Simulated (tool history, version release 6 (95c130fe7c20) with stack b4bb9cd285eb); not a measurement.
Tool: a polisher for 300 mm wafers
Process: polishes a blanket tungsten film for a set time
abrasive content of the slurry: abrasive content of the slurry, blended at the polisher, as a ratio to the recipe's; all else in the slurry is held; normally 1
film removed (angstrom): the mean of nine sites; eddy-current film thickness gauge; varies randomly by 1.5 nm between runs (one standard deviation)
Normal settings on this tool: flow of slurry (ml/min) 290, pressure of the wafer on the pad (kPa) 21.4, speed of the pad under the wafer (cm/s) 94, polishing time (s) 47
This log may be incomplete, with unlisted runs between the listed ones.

run    hour  flow of slurry (ml/min)  pressure of the wafer on the pad (kPa)  speed of the pad under the wafer (cm/s)  abrasive content of the slurry  polishing time (s)  incoming thickness of the incoming film, nm  film removed (angstrom)
  1       0                      290                                    21.4                                       94                               1                  47                                         1345                     1509
        8.3  -- worn pad replaced by a new one
  2    97.1                      290                                    21.4                                       94                               1                  47                                       1364.1                     1493
      161.8  -- slurry tank refilled with fresh slurry and peroxide
  3     166                      290                                    21.4                                       94                               1                  47                                       1354.4                     1563
      187.8  -- slurry blender recalibrated
      233.3  -- worn pad replaced by a new one
  4   253.3                      290                                    21.4                                       94                            0.95                  47                                       1329.5                     1522
  5   347.8                      290                                    21.4                                       94                            0.95                  47                                       1363.3                     1497
      408.7  -- slurry tank refilled with fresh slurry and peroxide
  6   414.1                      290                                    21.4                                       94                               1                  47                                       1365.9                     1589
      459.4  -- slurry blender recalibrated
        468  -- worn pad replaced by a new one
  7   497.4                      290                                    21.4                                       78                               1                  47                                       1332.1                     1256
      498.6  -- slurry nozzle cleaned
  8   547.9                      290                                    21.4                                       78                               1                  47                                       1326.2                     1259
  9   604.7                      340                                    15.9                                      112                               1                  54                                       1343.8                     1533
      634.5  -- slurry tank refilled with fresh slurry and peroxide
      688.5  -- slurry blender recalibrated
      736.2  -- worn pad replaced by a new one
      816.7  -- head pressure recalibrated
      899.9  -- slurry tank refilled with fresh slurry and peroxide
 10   928.5                      290                                    21.4                                       94                               1                  47                                         1376                     1559
      962.1  -- slurry blender recalibrated
 11  1025.5                      290                                    21.4                                       94                               1                  41                                       1350.6                     1308
     1032.2  -- worn pad replaced by a new one
 12  1075.4                      345                                    26.9                                       94                               1                  53                                       1361.9                     2146
 13  1125.7                      290                                    21.4                                       94                             1.1                  47                                       1326.9                     1536
 14  1181.1                      290                                    21.4                                       94                             0.9                  38                                       1337.7                     1180
     1184.1  -- slurry tank refilled with fresh slurry and peroxide
     1201.4  -- slurry blender recalibrated
 15  1245.8                      365                                    28.3                                      108                               1                  32                                       1357.9                     1629
     1272.7  -- worn pad replaced by a new one
 16  1295.4                      290                                    26.2                                       70                               1                  47                                       1351.3                     1397

Run-by-run hidden state of the tool:
removal rate lost through wear of the pad, %: 0 in every run
slurry flow missing at the pad, %: 0 in every run
deviation of the head's pressure from its setpoint, %: 0 in every run
abrasive missing from the slurry, %: 0 in every run
H1: peroxide lost from the slurry, %
run    H1
  1  13.9
  2  17.4
  3  2.37
  4  12.6
  5  16.5
  6  2.14
  7  11.9
  8  14.6
  9  16.2
 10   5.2
 11  13.4
 12  15.1
 13  16.1
 14  16.6
 15  8.94
 16  12.5

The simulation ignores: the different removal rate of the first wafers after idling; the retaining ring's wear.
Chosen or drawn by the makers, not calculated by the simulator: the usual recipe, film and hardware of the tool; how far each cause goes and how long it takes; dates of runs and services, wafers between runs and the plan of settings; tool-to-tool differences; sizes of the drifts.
